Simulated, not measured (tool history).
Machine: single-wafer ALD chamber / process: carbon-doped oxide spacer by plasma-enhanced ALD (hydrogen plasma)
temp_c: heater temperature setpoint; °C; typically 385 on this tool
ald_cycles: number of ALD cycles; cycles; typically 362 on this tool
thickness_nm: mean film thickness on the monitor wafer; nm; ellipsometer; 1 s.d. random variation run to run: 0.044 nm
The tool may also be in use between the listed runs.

run,hour,temp_c,ald_cycles,wafers since the last listed run,hours since the last thermocouple change,hours since the gauge calibration,"read-back reference wafer on the same gauge, thickness_nm",thickness_nm
1,0.0,379,381,0,1268.3,390.6,17.068,18.172
2,20.7,373,362,17,1289.0,411.3,17.045,17.382
3,47.0,373,362,22,1315.3,437.6,17.020,17.321
4,77.5,373,362,25,1345.8,468.1,16.996,17.330
5,90.6,385,383,11,1358.9,481.2,16.987,18.299
6,118.8,385,383,23,1387.1,509.4,16.969,18.266
7,135.8,385,362,14,1404.1,526.4,16.934,17.184
8,177.7,385,362,35,1446.0,568.3,16.895,17.097
9,192.0,378,362,12,1460.3,582.6,16.894,17.191
10,223.7,385,319,26,1492.0,614.3,16.866,15.170
11,250.4,385,319,22,1518.7,641.0,16.831,15.067
# hour 277.7: gauge calibrated
12,286.0,385,319,30,1554.3,8.3,17.239,15.442
13,315.3,385,362,24,1583.6,37.6,17.243,17.556
14,350.7,378,362,29,1619.0,73.0,17.224,17.568

Estimate the outcome of run 15 from the log above:
15,368.6,380,414,15,1636.9,90.9,?,?

{"run 15": {"read-back reference wafer on the same gauge, thickness_nm": 17.217, "thickness_nm": 19.961}}
Minus the tool's unlogged condition, the same run would have read thickness_nm 19.945 nm.

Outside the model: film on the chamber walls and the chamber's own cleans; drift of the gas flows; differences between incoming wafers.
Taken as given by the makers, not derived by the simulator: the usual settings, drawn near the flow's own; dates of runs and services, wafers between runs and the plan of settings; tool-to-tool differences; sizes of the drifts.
